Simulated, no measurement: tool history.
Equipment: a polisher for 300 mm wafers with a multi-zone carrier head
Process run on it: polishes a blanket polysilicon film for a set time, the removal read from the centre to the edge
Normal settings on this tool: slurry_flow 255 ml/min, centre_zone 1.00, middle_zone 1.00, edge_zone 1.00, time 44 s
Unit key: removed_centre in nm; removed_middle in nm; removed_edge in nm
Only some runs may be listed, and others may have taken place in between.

run   hour  slurry_flow  centre_zone  middle_zone  edge_zone  time  wafers since the last listed run  wafers polished on this pad  hours since the slurry nozzle was cleaned  hours since the centre zone pressure was calibrated  hours since the edge zone pressure was calibrated  hours since the carrier head's membrane was replaced  incoming thickness of the incoming film, nm  removed_centre  removed_middle  removed_edge
  1    0.0          205         1.00         1.00       1.00    44                                 0                          131                                      832.9                                               1035.9                                              221.8                                                1376.3                                       2364.5           318.4           291.1         296.7
  2    7.3          205         1.00         1.00       1.00    44                                85                          217                                      840.2                                               1043.2                                              229.1                                                1383.6                                       2331.3           321.5           288.9         300.5
  3   23.6          205         1.00         1.00       1.00    44                               191                          409                                      856.5                                               1059.5                                              245.4                                                1399.9                                       2318.6           319.1           286.5         291.4
  4   35.2          255         1.00         1.00       0.96    44                               136                          545                                      868.1                                               1071.1                                              257.0                                                1411.5                                       2309.9           325.8           291.7         295.4
  5   51.7          255         1.00         1.00       1.00    44                               193                          739                                      884.6                                               1087.6                                              273.5                                                1428.0                                       2317.5           322.8           287.3         293.6
      56.6  -- worn pad replaced by a new one
  6   65.1          255         1.00         1.00       1.00    44                               110                          100                                      898.0                                               1101.0                                              286.9                                                1441.4                                       2330.1           329.7           293.4         303.3
      72.7  -- edge zone pressure recalibrated
  7   83.4          255         1.00         1.00       1.00    44                               191                          291                                      916.3                                               1119.3                                               10.7                                                1459.7                                       2312.4           326.9           294.9         300.6
  8   96.1          225         1.00         1.00       1.00    44                               149                          441                                      929.0                                               1132.0                                               23.4                                                1472.4                                       2302.8           323.5           287.7         293.9
      99.1  -- slurry nozzle cleaned
     105.5  -- centre zone pressure recalibrated
  9  113.2          225         1.00         1.00       1.00    44                               165                          606                                       14.1                                                  7.7                                               40.5                                                1489.5                                       2325.1           296.0           282.8         298.3
     123.4  -- carrier head's membrane replaced by a new one
 10  123.9          225         1.00         1.00       1.00    44                                66                          673                                       24.8                                                 18.4                                               51.2                                                   0.5                                       2341.9           294.1           284.6         289.1
     139.0  -- worn pad replaced by a new one
 11  139.5          255         1.00         1.00       0.92    44                               136                            6                                       40.4                                                 34.0                                               66.8                                                  16.1                                       2336.1           306.1           292.6         287.6
 12  153.6          255         1.00         1.00       1.00    44                               165                          171                                       54.5                                                 48.1                                               80.9                                                  30.2                                       2328.6           305.0           295.2         299.2
 13  161.3          255         1.00         0.93       1.00    44                                90                          262                                       62.2                                                 55.8                                               88.6                                                  37.9                                       2336.3           302.5           277.9         302.0
 14  174.7          190         1.00         0.89       0.89    44                               157                          419                                       75.6                                                 69.2                                              102.0                                                  51.3                                       2358.0           293.7           260.7         281.2
 15  181.8          255         1.00         1.00       1.00    44                                83                          503                                       82.7                                                 76.3                                              109.1                                                  58.4                                       2305.7           302.2           294.2         301.3
 16  191.6          180         1.00         1.03       1.10    58                               115                          618                                       92.5                                                 86.1                                              118.9                                                  68.2                                       2280.5           388.4           380.1         412.6
 17  201.6          255         1.09         1.00       1.00    32                               117                          735                                      102.5                                                 96.1                                              128.9                                                  78.2                                       2351.1           237.7           210.9         218.4
     210.2  -- worn pad replaced by a new one
 18  211.9          255         1.00         1.00       1.09    44                                74                           19                                      112.8                                                106.4                                              139.2                                                  88.5                                       2304.7           305.3           295.6         314.0
 19  226.3          255         0.91         0.97       1.09    44                               169                          188                                      127.2                                                120.8                                              153.6                                                 102.9                                       2331.6           282.0           287.9         316.8
 20  233.7          255         1.00         1.00       1.00    44                                86                          275                                      134.6                                                128.2                                              161.0                                                 110.3                                       2359.5           304.3           292.1         294.2

Forecast each of these 5 alternatives for the next run:
  A  234.1          255         1.00         1.00       1.00    44                                 4                          280                                      135.0                                                128.6                                              161.4                                                 110.7                                       2310.2               ?               ?             ?
  B  234.1          255         1.00         1.00       1.00    38                                 4                          280                                      135.0                                                128.6                                              161.4                                                 110.7                                       2310.2               ?               ?             ?
  C  234.1          185         0.93         1.00       1.03    52                                 4                          280                                      135.0                                                128.6                                              161.4                                                 110.7                                       2310.2               ?               ?             ?
  D  234.1          310         0.90         0.89       1.00    49                                 4                          280                                      135.0                                                128.6                                              161.4                                                 110.7                                       2310.2               ?               ?             ?
  E  234.1          255         1.00         1.12       1.00    44                                 4                          280                                      135.0                                                128.6                                              161.4                                                 110.7                                       2310.2               ?               ?             ?

run  removed_centre  removed_middle  removed_edge
  A           305.1           292.7         304.9
  B           263.5           252.8         263.3
  C           329.9           338.4         359.1
  D           313.9           301.6         343.4
  E           305.3           320.6         304.5
Had the tool no hidden state, the same runs would have come out as:
run  removed_centre  removed_middle  removed_edge
  A           299.9           293.7         305.9
  B           259.0           253.6         264.1
  C           324.3           339.5         360.2
  D           308.6           302.6         344.5
  E           300.2           321.6         305.4

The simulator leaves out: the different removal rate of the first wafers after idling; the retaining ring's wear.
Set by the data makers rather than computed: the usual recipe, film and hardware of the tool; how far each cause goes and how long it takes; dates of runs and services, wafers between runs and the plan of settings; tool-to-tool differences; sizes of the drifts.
